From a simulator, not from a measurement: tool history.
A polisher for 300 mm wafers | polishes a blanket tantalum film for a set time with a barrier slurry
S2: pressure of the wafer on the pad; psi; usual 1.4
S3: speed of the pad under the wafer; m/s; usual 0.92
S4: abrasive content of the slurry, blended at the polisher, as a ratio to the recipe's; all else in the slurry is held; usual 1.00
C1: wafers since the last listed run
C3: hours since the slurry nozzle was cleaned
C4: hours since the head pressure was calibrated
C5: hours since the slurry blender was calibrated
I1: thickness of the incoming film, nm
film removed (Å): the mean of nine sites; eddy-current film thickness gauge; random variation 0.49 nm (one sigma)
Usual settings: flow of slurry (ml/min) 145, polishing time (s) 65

Run 1, hour 0.0: usual settings but S3 0.78 m/s; C1 0; wafers polished on this pad 932; C3 16.8; C4 393.5; C5 158.7; I1 479.0. Result: film removed (Å) 502.
Run 2, hour 28.6: usual settings but S3 0.78 m/s; C1 314; wafers polished on this pad 1246; C3 45.4; C4 422.1; C5 187.3; I1 483.1. Result: film removed (Å) 498.
At hour 34.1: slurry blender recalibrated.
At hour 51.2: worn pad replaced by a new one.
Run 3, hour 51.7: usual settings but S3 1.16 m/s; C1 187; wafers polished on this pad 5; C3 68.5; C4 445.2; C5 17.6; I1 475.0. Result: film removed (Å) 742.
At hour 57.3: head pressure recalibrated.
Run 4, hour 64.6: usual settings but S3 1.16 m/s; C1 119; wafers polished on this pad 125; C3 81.4; C4 7.3; C5 30.5; I1 474.1. Result: film removed (Å) 740.
Run 5, hour 94.9: usual settings but S3 1.16 m/s; C1 332; wafers polished on this pad 458; C3 111.7; C4 37.6; C5 60.8; I1 477.9. Result: film removed (Å) 747.
Run 6, hour 114.7: usual settings but polishing time (s) 75; C1 217; wafers polished on this pad 676; C3 131.5; C4 57.4; C5 80.6; I1 488.6. Result: film removed (Å) 680.
Run 7, hour 149.4: usual settings but S3 0.74 m/s; C1 381; wafers polished on this pad 1057; C3 166.2; C4 92.1; C5 115.3; I1 474.7. Result: film removed (Å) 466.
At hour 172.2: worn pad replaced by a new one.
Run 8, hour 173.1: usual settings; C1 216; wafers polished on this pad 10; C3 189.9; C4 115.8; C5 139.0; I1 483.5. Result: film removed (Å) 588.
Run 9, hour 210.5: usual settings; C1 411; wafers polished on this pad 421; C3 227.3; C4 153.2; C5 176.4; I1 473.9. Result: film removed (Å) 585.
At hour 244.9: slurry blender recalibrated.
Run 10, hour 245.4: usual settings; C1 361; wafers polished on this pad 782; C3 262.2; C4 188.1; C5 0.5; I1 472.9. Result: film removed (Å) 588.
Run 11, hour 269.4: usual settings but S2 1.0 psi, S3 1.18 m/s; C1 263; wafers polished on this pad 1046; C3 286.2; C4 212.1; C5 24.5; I1 480.1. Result: film removed (Å) 533.
At hour 280.4: slurry nozzle cleaned.
At hour 295.1: worn pad replaced by a new one.
Run 12, hour 297.0: usual settings but S2 1.0 psi, S3 1.18 m/s; C1 248; wafers polished on this pad 20; C3 16.6; C4 239.7; C5 52.1; I1 485.7. Result: film removed (Å) 538.
Run 13, hour 329.4: usual settings; C1 356; wafers polished on this pad 376; C3 49.0; C4 272.1; C5 84.5; I1 472.5. Result: film removed (Å) 598.
Run 14, hour 361.9: usual settings but S4 0.90; C1 357; wafers polished on this pad 733; C3 81.5; C4 304.6; C5 117.0; I1 473.5. Result: film removed (Å) 571.
Run 15, hour 385.4: usual settings; C1 258; wafers polished on this pad 992; C3 105.0; C4 328.1; C5 140.5; I1 485.8. Result: film removed (Å) 593.
Run 16, hour 399.7: usual settings but flow of slurry (ml/min) 185, S3 0.74 m/s, polishing time (s) 52; C1 157; wafers polished on this pad 1149; C3 119.3; C4 342.4; C5 154.8; I1 477.5. Result: film removed (Å) 393.
At hour 429.5: worn pad replaced by a new one.
Run 17, hour 430.0: usual settings but S3 1.16 m/s; C1 289; wafers polished on this pad 6; C3 149.6; C4 372.7; C5 185.1; I1 487.5. Result: film removed (Å) 747.
At hour 442.4: slurry blender recalibrated.
Run 18, hour 448.4: usual settings but S2 1.2 psi; C1 180; wafers polished on this pad 186; C3 168.0; C4 391.1; C5 6.0; I1 485.2. Result: film removed (Å) 504.
Run 19, hour 471.5: usual settings; C1 253; wafers polished on this pad 440; C3 191.1; C4 414.2; C5 29.1; I1 479.4. Result: film removed (Å) 591.
Run 20, hour 495.4: usual settings; C1 262; wafers polished on this pad 702; C3 215.0; C4 438.1; C5 53.0; I1 484.2. Result: film removed (Å) 584.
At hour 499.5: head pressure recalibrated.
Run 21, hour 523.6: usual settings but S4 0.80; C1 287; wafers polished on this pad 990; C3 243.2; C4 24.1; C5 81.2; I1 484.7. Result: film removed (Å) 534.
Run 22, hour 539.3: usual settings but flow of slurry (ml/min) 105, S2 1.8 psi, S3 0.62 m/s, S4 0.85; C1 172; wafers polished on this pad 1163; C3 258.9; C4 39.8; C5 96.9; I1 482.9. Result: film removed (Å) 465.

Run 23 comes next. What will it give?
At hour 547.8: slurry nozzle cleaned.
At hour 557.8: worn pad replaced by a new one.
Run 23, hour 562.2: usual settings but polishing time (s) 54; C1 196; wafers polished on this pad 48; C3 14.4; C4 62.7; C5 119.8; I1 486.4. Result: film removed (Å) ?.

{"run 23": {"film removed (Å)": 495}}
Without the tool's hidden state the same run would have given film removed (Å) 495.
